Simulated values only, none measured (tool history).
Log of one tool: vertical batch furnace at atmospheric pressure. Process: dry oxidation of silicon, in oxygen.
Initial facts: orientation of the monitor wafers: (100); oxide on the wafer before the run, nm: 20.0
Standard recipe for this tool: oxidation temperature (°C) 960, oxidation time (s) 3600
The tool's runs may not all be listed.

run	day	oxidation temperature (°C)	oxidation time (s)	wafers since the last listed run	hours since the last temperature calibration	hours since the boat lift was adjusted	hours since the gauge calibration	read-back reference wafer on the same gauge, thickness	oxide thickness on the monitor wafer (angstrom)
1	0	960	3600	0	1677.3	5614.9	231.8	47.2	420.5
2	0.792	960	3600	171	1696.3	5633.9	250.8	47.19	421
3	1.542	960	3600	162	1714.3	5651.9	268.8	47.19	420.8
4	2.804	980	4410	274	1744.6	5682.2	299.1	47.2	523.1
5	4.112	980	4410	284	1776	5713.6	330.5	47.22	522.4
6	5.267	980	4410	250	1803.7	5741.3	358.2	47.19	523.2
7	7.012	946	3600	379	1845.6	5783.2	400.1	47.2	388.1
8	8.354	946	3600	291	1877.8	5815.4	432.3	47.18	389.3
9	9.558	975	3600	261	1906.7	5844.3	461.2	47.19	456
10	10.308	975	3600	162	1924.7	5862.3	479.2	47.22	455.2
# day 11.146: gauge calibrated
# day 11.392: boat lift adjusted
11	12.279	960	3600	210	1972	21.3	27.2	47.2	422.5
12	12.971	960	3600	150	1988.6	37.9	43.8	47.2	422.6
13	13.604	951	4110	137	2003.8	53.1	59	47.19	427.9
14	14.188	960	3600	126	2017.8	67.1	73	47.19	422.8
15	15.046	941	1950	186	2038.4	87.7	93.6	47.22	296.2
16	18.796	976	4950	814	2128.4	177.7	183.6	47.2	545.7
17	19.7	960	3600	196	2150.1	199.4	205.3	47.19	421.9
# day 21.042: thermocouples replaced and temperature profile calibrated
18	21.062	960	3600	78	0.5	232.1	238	47.21	411.3
19	21.729	942	1890	144	16.5	248.1	254	47.2	289.3
20	23.179	981	3060	314	51.3	282.9	288.8	47.21	424.5
21	24.033	960	3600	185	71.8	303.4	309.3	47.2	410.6
22	24.625	981	3600	128	86	317.6	323.5	47.21	459.7
23	25.158	960	3600	115	98.8	330.4	336.3	47.22	412.3
24	26.375	943	2220	264	128	359.6	365.5	47.19	306

What was the tool's hidden state at every run in the log?
monitor wafer colder than the profiled boat position, K: 0 across all the runs
gauge reads high (%): 0 across all the runs
H1: true tube temperature minus thermocouple reading, K
run	H1
1	4.53
2	4.57
3	4.61
4	4.69
5	4.76
6	4.83
7	4.92
8	5
9	5.07
10	5.11
11	5.22
12	5.26
13	5.3
14	5.33
15	5.38
16	5.59
17	5.64
18	0.596
19	0.633
20	0.715
21	0.764
22	0.797
23	0.827
24	0.896
